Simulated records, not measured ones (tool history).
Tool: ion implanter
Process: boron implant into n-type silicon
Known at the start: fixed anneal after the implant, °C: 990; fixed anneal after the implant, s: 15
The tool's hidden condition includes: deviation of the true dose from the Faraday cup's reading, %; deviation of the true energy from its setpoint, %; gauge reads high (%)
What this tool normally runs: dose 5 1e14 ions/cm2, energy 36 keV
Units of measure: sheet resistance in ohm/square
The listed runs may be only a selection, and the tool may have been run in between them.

| run | hour | dose | energy | wafers since the last listed run | hours since the last dose calibration | hours since the extraction supply was calibrated | hours since the gauge calibration | read-back reference wafer on the same gauge, sheet resistance | sheet resistance |
|---|---|---|---|---|---|---|---|---|---|
| 1 | 0 | 5 | 36 | 0 | 1900.3 | 5999.2 | 151 | 215.83 | 210.81 |
| 2 | 80.4 | 5 | 36 | 2285 | 1980.7 | 6079.6 | 231.4 | 215.99 | 209.34 |
| 3 | 175 | 5 | 36 | 2689 | 2075.3 | 6174.2 | 326 | 215.45 | 209.05 |
| 4 | 262.8 | 5 | 36 | 2496 | 2163.1 | 6262 | 413.8 | 215.92 | 211.03 |
| 5 | 302.5 | 5 | 36 | 1128 | 2202.8 | 6301.7 | 453.5 | 215.79 | 207.79 |
| 6 | 376.2 | 5 | 36 | 2095 | 2276.5 | 6375.4 | 527.2 | 215.94 | 208.67 |
|  | 698.3 | Faraday cup replaced and dose calibrated |
| 7 | 698.8 | 5 | 36 | 8944 | 0.5 | 6698 | 849.8 | 216.1 | 218.83 |
|  | 800.2 | gauge calibrated |
| 8 | 935.2 | 5 | 36 | 6721 | 236.9 | 6934.4 | 135 | 216.1 | 218.05 |
| 9 | 1018.9 | 3.98 | 36 | 2379 | 320.6 | 7018.1 | 218.7 | 216.18 | 260.23 |
|  | 1057.8 | extraction supply calibrated |
| 10 | 1100.1 | 5 | 36 | 2081 | 401.8 | 42.3 | 299.9 | 215.72 | 217.35 |
| 11 | 1155.8 | 4.62 | 44 | 1583 | 457.5 | 98 | 355.6 | 216.26 | 227.92 |
| 12 | 1312.4 | 5 | 36 | 4452 | 614.1 | 254.6 | 512.2 | 215.72 | 217.42 |
| 13 | 1384 | 5.69 | 27 | 2035 | 685.7 | 326.2 | 583.8 | 215.81 | 197.76 |
| 14 | 1442.5 | 6.47 | 25.5 | 1663 | 744.2 | 384.7 | 642.3 | 215.85 | 178.97 |
| 15 | 1580 | 4 | 40.5 | 3909 | 881.7 | 522.2 | 779.8 | 216.1 | 251.61 |
| 16 | 1652 | 4.22 | 27.5 | 2047 | 953.7 | 594.2 | 851.8 | 215.72 | 251.66 |

Predict each of these 4 candidate next runs independently; none follows another, all start after run 16:
| A | 1652.4 | 5 | 26 | 11 | 954.1 | 594.6 | 852.2 | ? | ? |
| B | 1652.4 | 6.14 | 36 | 11 | 954.1 | 594.6 | 852.2 | ? | ? |
| C | 1652.4 | 5.92 | 36 | 11 | 954.1 | 594.6 | 852.2 | ? | ? |
| D | 1652.4 | 4.15 | 26 | 11 | 954.1 | 594.6 | 852.2 | ? | ? |

| run | read-back reference wafer on the same gauge, sheet resistance | sheet resistance |
|---|---|---|
| A | 215.79 | 220.44 |
| B | 215.79 | 182.46 |
| C | 215.79 | 187.94 |
| D | 215.79 | 255.57 |
With the hidden condition removed and each run's random variation left untouched, the same runs would have given:
| run | sheet resistance |
|---|---|
| A | 223.26 |
| B | 184.82 |
| C | 190.37 |
| D | 258.76 |
